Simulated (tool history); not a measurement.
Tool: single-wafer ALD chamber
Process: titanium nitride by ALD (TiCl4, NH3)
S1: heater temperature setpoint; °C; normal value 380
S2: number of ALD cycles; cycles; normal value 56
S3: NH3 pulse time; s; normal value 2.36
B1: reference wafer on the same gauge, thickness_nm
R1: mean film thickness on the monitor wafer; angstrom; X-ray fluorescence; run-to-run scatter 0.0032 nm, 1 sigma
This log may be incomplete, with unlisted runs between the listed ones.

run   hour   S1  S2    S3     B1     R1
  1    0.0  388  56  2.85  1.176  13.03
  2   22.1  388  56  2.85  1.175  12.98
  3   55.9  380  56  2.36  1.175  12.81
  4   73.7  380  56  2.65  1.174  12.86
  5   99.5  380  56  2.65  1.174  12.78
  6  134.3  380  56  2.65  1.172  12.86
  7  147.6  390  56  2.36  1.172  12.86
  8  174.8  390  56  2.36  1.169  12.78
  9  190.3  380  61  2.36  1.169  13.81
 10  217.2  380  61  2.36  1.168  13.82
 11  243.4  380  61  2.36  1.168  13.85
 12  272.3  388  56  2.36  1.166  12.71
 13  290.1  388  56  2.36  1.164  12.70
 14  312.1  388  56  2.36  1.162  12.69
 15  337.7  370  50  1.72  1.160  10.83
     341.2  -- gauge calibrated
 16  367.4  380  56  2.36  1.182  12.91
 17  426.3  367  52  1.63  1.182  11.39
 18  440.3  373  56  2.95  1.182  12.87
     464.7  -- thermocouple changed; heater temperature recalibrated
 19  474.6  380  56  2.36  1.181  12.81
 20  493.9  380  56  2.36  1.180  12.84
 21  506.3  385  52  3.13  1.179  12.11
 22  538.9  380  45  2.83  1.179  10.35
 23  561.4  389  51  3.23  1.178  11.92
     585.1  -- showerhead replaced
 24  585.6  380  53  3.25  1.179  12.29
 25  607.4  380  56  2.36  1.177  12.76
 26  626.4  380  56  3.08  1.176  12.91
 27  700.2  380  56  2.36  1.173  12.78
 28  725.1  380  65  2.36  1.172  14.79
 29  811.5  380  52  2.36  1.167  11.77

Below are 5 alternative next runs, each starting from the tool's condition after run 29. Predict each:
  A  812.0  380  56  2.61   ?   ?
  B  812.0  395  56  2.36   ?   ?
  C  812.0  380  49  2.36   ?   ?
  D  812.0  367  56  2.65   ?   ?
  E  812.0  380  66  3.21   ?   ?

run     B1     R1
  A  1.168  12.68
  B  1.168  12.75
  C  1.168  11.04
  D  1.168  12.53
  E  1.168  15.10
With the hidden condition removed and each run's random variation left untouched, the same runs would have given:
run     R1
  A  12.82
  B  12.88
  C  11.16
  D  12.66
  E  15.26

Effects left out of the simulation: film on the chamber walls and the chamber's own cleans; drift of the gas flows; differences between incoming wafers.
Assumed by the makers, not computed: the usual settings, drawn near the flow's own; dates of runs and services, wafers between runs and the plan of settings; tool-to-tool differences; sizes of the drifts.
